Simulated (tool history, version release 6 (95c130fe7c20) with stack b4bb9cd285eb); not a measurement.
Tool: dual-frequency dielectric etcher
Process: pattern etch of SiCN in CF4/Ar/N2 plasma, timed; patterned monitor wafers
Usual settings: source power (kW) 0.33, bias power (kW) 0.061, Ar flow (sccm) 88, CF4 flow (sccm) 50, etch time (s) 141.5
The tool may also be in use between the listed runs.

| run | day | source power (kW) | bias power (kW) | Ar flow (sccm) | CF4 flow (sccm) | etch time (s) | wafers since the last listed run | hours since the last wet clean | hours since the last source power generator calibration | hours since the last bias power generator calibration | hours since the last Ar flow controller change | hours since the last CF4 flow controller change | hours since the last upper electrode change | hours since the gauge calibration | read-back reference wafer on the same gauge, depth_nm | mean etch depth across the wafer (angstrom) |
|---|---|---|---|---|---|---|---|---|---|---|---|---|---|---|---|---|
| 1 | 0 | 0.33 | 0.061 | 88 | 50 | 141.5 | 0 | 287.9 | 3771 | 3067.5 | 1202.8 | 1342.8 | 3196.2 | 998.3 | 93.4 | 853 |
| 2 | 2.125 | 0.33 | 0.061 | 88 | 50 | 141.5 | 277 | 338.9 | 3822 | 3118.5 | 1253.8 | 1393.8 | 3247.2 | 1049.3 | 93.5 | 842 |
| 3 | 3.917 | 0.33 | 0.061 | 88 | 50 | 141.5 | 233 | 381.9 | 3865 | 3161.5 | 1296.8 | 1436.8 | 3290.2 | 1092.3 | 93.4 | 835 |
| 4 | 7.346 | 0.33 | 0.061 | 100 | 50 | 141.5 | 447 | 464.2 | 3947.3 | 3243.8 | 1379.1 | 1519.1 | 3372.5 | 1174.6 | 93.5 | 816 |
| 5 | 10.475 | 0.33 | 0.061 | 100 | 50 | 141.5 | 408 | 539.3 | 4022.4 | 3318.9 | 1454.2 | 1594.2 | 3447.6 | 1249.7 | 93.5 | 814 |
| 6 | 12.254 | 0.33 | 0.061 | 88 | 50 | 141.5 | 232 | 582 | 4065.1 | 3361.6 | 1496.9 | 1636.9 | 3490.3 | 1292.4 | 93.4 | 837 |
|  | 14.421 | wet clean of the chamber |
|  | 15.192 | CF4 flow controller replaced |
| 7 | 15.762 | 0.33 | 0.061 | 88 | 50 | 141.5 | 294 | 32.2 | 4149.3 | 3445.8 | 1581.1 | 13.7 | 3574.5 | 1376.6 | 93.5 | 870 |
|  | 20.312 | upper electrode replaced |
| 8 | 20.333 | 0.29 | 0.061 | 88 | 62 | 141.5 | 466 | 141.9 | 4259 | 3555.5 | 1690.8 | 123.4 | 0.5 | 1486.3 | 93.4 | 842 |
|  | 20.358 | gauge calibrated |
| 9 | 21.508 | 0.33 | 0.061 | 88 | 50 | 141.5 | 153 | 170.1 | 4287.2 | 3583.7 | 1719 | 151.6 | 28.7 | 27.6 | 93.5 | 864 |
| 10 | 25.554 | 0.28 | 0.067 | 88 | 50 | 141.5 | 528 | 267.2 | 4384.3 | 3680.8 | 1816.1 | 248.7 | 125.8 | 124.7 | 93.6 | 813 |
|  | 26.417 | Ar flow controller replaced |
| 11 | 29.638 | 0.3 | 0.061 | 88 | 50 | 141.5 | 500 | 365.2 | 4482.3 | 3778.8 | 77.3 | 346.7 | 223.8 | 222.7 | 93.5 | 815 |
| 12 | 33.525 | 0.27 | 0.061 | 73 | 58 | 175.5 | 507 | 458.5 | 4575.6 | 3872.1 | 170.6 | 440 | 317.1 | 316 | 93.6 | 1014 |
| 13 | 36.621 | 0.33 | 0.061 | 88 | 50 | 141.5 | 404 | 532.8 | 4649.9 | 3946.4 | 244.9 | 514.3 | 391.4 | 390.3 | 93.5 | 850 |
|  | 39.65 | wet clean of the chamber |
|  | 39.696 | bias power generator calibrated |
| 14 | 41.104 | 0.26 | 0.072 | 88 | 41 | 124 | 448 | 34.9 | 4757.5 | 33.8 | 352.5 | 621.9 | 499 | 497.9 | 93.5 | 685 |
|  | 41.996 | source power generator calibrated |
| 15 | 43.033 | 0.33 | 0.073 | 88 | 50 | 141.5 | 230 | 81.2 | 24.9 | 80.1 | 398.8 | 668.2 | 545.3 | 544.2 | 93.6 | 914 |
| 16 | 45.783 | 0.33 | 0.049 | 80 | 50 | 160 | 359 | 147.2 | 90.9 | 146.1 | 464.8 | 734.2 | 611.3 | 610.2 | 93.6 | 936 |
| 17 | 48.912 | 0.33 | 0.061 | 93 | 50 | 141.5 | 408 | 222.3 | 166 | 221.2 | 539.9 | 809.3 | 686.4 | 685.3 | 93.6 | 849 |
| 18 | 52.192 | 0.31 | 0.061 | 88 | 62 | 141.5 | 428 | 301 | 244.7 | 299.9 | 618.6 | 888 | 765.1 | 764 | 93.6 | 849 |
| 19 | 55.896 | 0.33 | 0.061 | 88 | 50 | 141.5 | 483 | 389.9 | 333.6 | 388.8 | 707.5 | 976.9 | 854 | 852.9 | 93.3 | 847 |
| 20 | 58.833 | 0.33 | 0.061 | 88 | 50 | 141.5 | 383 | 460.4 | 404.1 | 459.3 | 778 | 1047.4 | 924.5 | 923.4 | 93.6 | 845 |
| 21 | 62.558 | 0.3 | 0.061 | 88 | 50 | 141.5 | 486 | 549.8 | 493.5 | 548.7 | 867.4 | 1136.8 | 1013.9 | 1012.8 | 93.5 | 799 |
|  | 64.592 | wet clean of the chamber |
| 22 | 65.112 | 0.35 | 0.049 | 88 | 50 | 155 | 202 | 12.5 | 554.8 | 610 | 928.7 | 1198.1 | 1075.2 | 1074.1 | 93.4 | 934 |

Forecast each of these 3 alternatives for the next run:
| A | 65.133 | 0.33 | 0.061 | 88 | 50 | 141.5 | 2 | 13 | 555.3 | 610.5 | 929.2 | 1198.6 | 1075.7 | 1074.6 | ? | ? |
| B | 65.133 | 0.33 | 0.061 | 88 | 50 | 164 | 2 | 13 | 555.3 | 610.5 | 929.2 | 1198.6 | 1075.7 | 1074.6 | ? | ? |
| C | 65.133 | 0.26 | 0.061 | 77 | 50 | 141.5 | 2 | 13 | 555.3 | 610.5 | 929.2 | 1198.6 | 1075.7 | 1074.6 | ? | ? |

| run | read-back reference wafer on the same gauge, depth_nm | mean etch depth across the wafer (angstrom) |
|---|---|---|
| A | 93.4 | 865 |
| B | 93.4 | 1002 |
| C | 93.4 | 790 |
Without the tool's hidden state the same runs would have given:
| run | mean etch depth across the wafer (angstrom) |
|---|---|
| A | 862 |
| B | 999 |
| C | 787 |
